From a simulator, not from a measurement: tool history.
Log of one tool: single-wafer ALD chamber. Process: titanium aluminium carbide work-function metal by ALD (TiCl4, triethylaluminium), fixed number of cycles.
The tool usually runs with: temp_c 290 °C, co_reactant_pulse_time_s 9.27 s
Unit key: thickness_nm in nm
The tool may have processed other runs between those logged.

run,hour,temp_c,co_reactant_pulse_time_s,"read-back reference wafer on the same gauge, thickness_nm",thickness_nm
1,0.0,295,9.27,1.899,1.702
2,73.2,290,9.27,1.900,1.663
3,121.1,290,9.27,1.899,1.658
# hour 203.2: thermocouple changed; heater temperature recalibrated
4,204.3,290,9.27,1.897,1.646
# hour 244.4: triethylaluminium bottle replaced
5,286.2,290,9.27,1.901,1.714
6,323.1,290,9.27,1.901,1.705
7,384.0,290,9.27,1.899,1.722
8,643.9,290,9.27,1.901,1.706
# hour 746.5: showerhead replaced
9,748.0,290,9.27,1.899,1.718
# hour 799.2: gauge calibrated
10,802.8,299,9.27,1.899,1.783
11,876.0,303,5.67,1.903,1.667
12,944.9,290,6.46,1.901,1.608
13,1048.7,304,9.27,1.902,1.823
14,1135.8,290,9.27,1.899,1.691
15,1238.1,300,12.16,1.901,1.824
16,1334.5,302,12.03,1.900,1.841
17,1412.7,281,11.23,1.900,1.644
# hour 1455.2: triethylaluminium bottle replaced
18,1490.0,290,9.27,1.898,1.725
# hour 1571.8: thermocouple changed; heater temperature recalibrated
19,1597.8,285,12.62,1.899,1.708
20,1644.8,295,12.09,1.898,1.814
21,1736.7,281,12.54,1.902,1.670
22,1791.7,290,12.25,1.899,1.766
23,1851.0,304,12.42,1.903,1.880
24,1929.7,290,9.27,1.899,1.710
25,1986.2,290,9.27,1.902,1.706
26,2060.2,281,5.86,1.901,1.507
27,2099.0,290,9.27,1.901,1.703
28,2140.1,284,6.43,1.902,1.563
29,2183.8,290,9.27,1.899,1.697
30,2241.1,295,6.10,1.899,1.623
31,2341.1,290,9.27,1.902,1.699
32,2415.3,290,9.27,1.900,1.680

Forecast each of these 5 alternatives for the next run:
A,2415.7,290,7.49,?,?
B,2415.7,300,11.84,?,?
C,2415.7,283,9.27,?,?
D,2415.7,281,12.42,?,?
E,2415.7,298,12.81,?,?

run,"read-back reference wafer on the same gauge, thickness_nm",thickness_nm
A,1.897,1.630
B,1.897,1.827
C,1.897,1.626
D,1.897,1.665
E,1.897,1.823
The same runs, with their run-to-run variation unchanged, on a tool lacking any hidden condition would have given:
run,thickness_nm
A,1.686
B,1.857
C,1.668
D,1.690
E,1.847

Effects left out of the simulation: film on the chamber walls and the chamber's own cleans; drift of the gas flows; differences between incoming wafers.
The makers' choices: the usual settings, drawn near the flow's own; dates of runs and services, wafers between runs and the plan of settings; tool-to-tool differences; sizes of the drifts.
